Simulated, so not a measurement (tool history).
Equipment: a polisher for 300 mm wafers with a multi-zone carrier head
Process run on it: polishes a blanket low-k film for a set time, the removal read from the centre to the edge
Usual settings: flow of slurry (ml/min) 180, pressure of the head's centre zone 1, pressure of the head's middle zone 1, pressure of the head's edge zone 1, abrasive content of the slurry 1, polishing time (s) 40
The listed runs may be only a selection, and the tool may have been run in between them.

| run | hour | flow of slurry (ml/min) | pressure of the head's centre zone | pressure of the head's middle zone | pressure of the head's edge zone | abrasive content of the slurry | polishing time (s) | wafers since the last listed run | wafers polished on this pad | hours since the slurry nozzle was cleaned | hours since the centre zone pressure was calibrated | hours since the edge zone pressure was calibrated | hours since the carrier head's membrane was replaced | incoming thickness of the incoming film, nm | film removed at the wafer's centre (angstrom) | film removed at mid-radius (angstrom) | film removed at the wafer's edge (angstrom) |
|---|---|---|---|---|---|---|---|---|---|---|---|---|---|---|---|---|---|
| 1 | 0 | 180 | 1 | 1 | 1 | 1 | 40 | 0 | 1501 | 133.7 | 563.1 | 6.6 | 705.6 | 586 | 122 | 125 | 125 |
|  | 60.1 | worn pad replaced by a new one |
| 2 | 95.8 | 180 | 1 | 1 | 1 | 1 | 40 | 1032 | 401 | 229.5 | 658.9 | 102.4 | 801.4 | 594 | 125 | 128 | 130 |
|  | 120.3 | slurry nozzle cleaned |
| 3 | 155.6 | 180 | 1 | 1 | 1 | 1 | 40 | 661 | 1062 | 35.3 | 718.7 | 162.2 | 861.2 | 587.4 | 123 | 125 | 123 |
| 4 | 202.6 | 180 | 1 | 1 | 1 | 1 | 40 | 528 | 1591 | 82.3 | 765.7 | 209.2 | 908.2 | 578.5 | 119 | 121 | 121 |
| 5 | 267.1 | 180 | 1 | 1 | 1 | 1 | 40 | 725 | 2317 | 146.8 | 830.2 | 273.7 | 972.7 | 591 | 113 | 116 | 116 |
|  | 309.7 | worn pad replaced by a new one |
| 6 | 322.9 | 180 | 1 | 1 | 1 | 1 | 40 | 582 | 149 | 202.6 | 886 | 329.5 | 1028.5 | 589 | 129 | 132 | 130 |
|  | 335.5 | slurry nozzle cleaned |
| 7 | 361.9 | 180 | 1 | 1 | 1 | 1 | 40 | 427 | 576 | 26.4 | 925 | 368.5 | 1067.5 | 585.9 | 127 | 129 | 129 |
|  | 458.9 | centre zone pressure recalibrated |
| 8 | 468.5 | 180 | 1 | 1 | 1 | 1 | 40 | 1176 | 1753 | 133 | 9.6 | 475.1 | 1174.1 | 593 | 118 | 122 | 122 |
|  | 507.7 | worn pad replaced by a new one |
| 9 | 510.9 | 180 | 0.92 | 1 | 1.03 | 1 | 40 | 432 | 36 | 175.4 | 52 | 517.5 | 1216.5 | 593.6 | 121 | 134 | 137 |
|  | 544.8 | slurry nozzle cleaned |
| 10 | 663.3 | 210 | 1.05 | 1 | 1.07 | 0.9 | 40 | 1703 | 1739 | 118.5 | 204.4 | 669.9 | 1368.9 | 589.4 | 124 | 120 | 124 |
| 11 | 728 | 180 | 1 | 0.97 | 1 | 1 | 40 | 727 | 2467 | 183.2 | 269.1 | 734.6 | 1433.6 | 596.5 | 117 | 117 | 119 |
|  | 747.4 | edge zone pressure recalibrated |
|  | 762.1 | worn pad replaced by a new one |
|  | 800.5 | slurry nozzle cleaned |
| 12 | 834.5 | 180 | 1.06 | 1 | 1 | 1 | 40 | 1119 | 803 | 34 | 375.6 | 87.1 | 1540.1 | 582.2 | 136 | 129 | 129 |
|  | 858.5 | carrier head's membrane replaced by a new one |
| 13 | 915.9 | 180 | 1 | 1 | 1 | 1.25 | 40 | 859 | 1663 | 115.4 | 457 | 168.5 | 57.4 | 589.1 | 134 | 135 | 138 |
|  | 990.6 | worn pad replaced by a new one |
| 14 | 1014.7 | 180 | 1 | 1 | 1 | 1 | 40 | 1066 | 270 | 214.2 | 555.8 | 267.3 | 156.2 | 587.5 | 129 | 133 | 133 |
|  | 1019.7 | slurry nozzle cleaned |
| 15 | 1067.2 | 180 | 1 | 1 | 1 | 1 | 40 | 579 | 850 | 47.5 | 608.3 | 319.8 | 208.7 | 593.6 | 125 | 128 | 129 |
| 16 | 1110.3 | 160 | 1.1 | 1 | 0.9 | 0.85 | 40 | 484 | 1335 | 90.6 | 651.4 | 362.9 | 251.8 | 582.1 | 122 | 114 | 109 |

Branching from run 16: 3 alternative next runs. What would each branch give?
| A | 1110.7 | 180 | 1 | 1 | 1 | 1 | 31 | 4 | 1339 | 91 | 651.8 | 363.3 | 252.2 | 600.3 | ? | ? | ? |
| B | 1110.7 | 180 | 1.07 | 0.91 | 1 | 1 | 40 | 4 | 1339 | 91 | 651.8 | 363.3 | 252.2 | 600.3 | ? | ? | ? |
| C | 1110.7 | 120 | 1.1 | 1 | 1.03 | 1 | 28 | 4 | 1339 | 91 | 651.8 | 363.3 | 252.2 | 600.3 | ? | ? | ? |

| run | film removed at the wafer's centre (angstrom) | film removed at mid-radius (angstrom) | film removed at the wafer's edge (angstrom) |
|---|---|---|---|
| A | 98 | 97 | 98 |
| B | 136 | 115 | 127 |
| C | 89 | 80 | 85 |
With the hidden condition removed and each run's random variation left untouched, the same runs would have given:
| run | film removed at the wafer's centre (angstrom) | film removed at mid-radius (angstrom) | film removed at the wafer's edge (angstrom) |
|---|---|---|---|
| A | 105 | 103 | 105 |
| B | 145 | 123 | 135 |
| C | 95 | 85 | 90 |

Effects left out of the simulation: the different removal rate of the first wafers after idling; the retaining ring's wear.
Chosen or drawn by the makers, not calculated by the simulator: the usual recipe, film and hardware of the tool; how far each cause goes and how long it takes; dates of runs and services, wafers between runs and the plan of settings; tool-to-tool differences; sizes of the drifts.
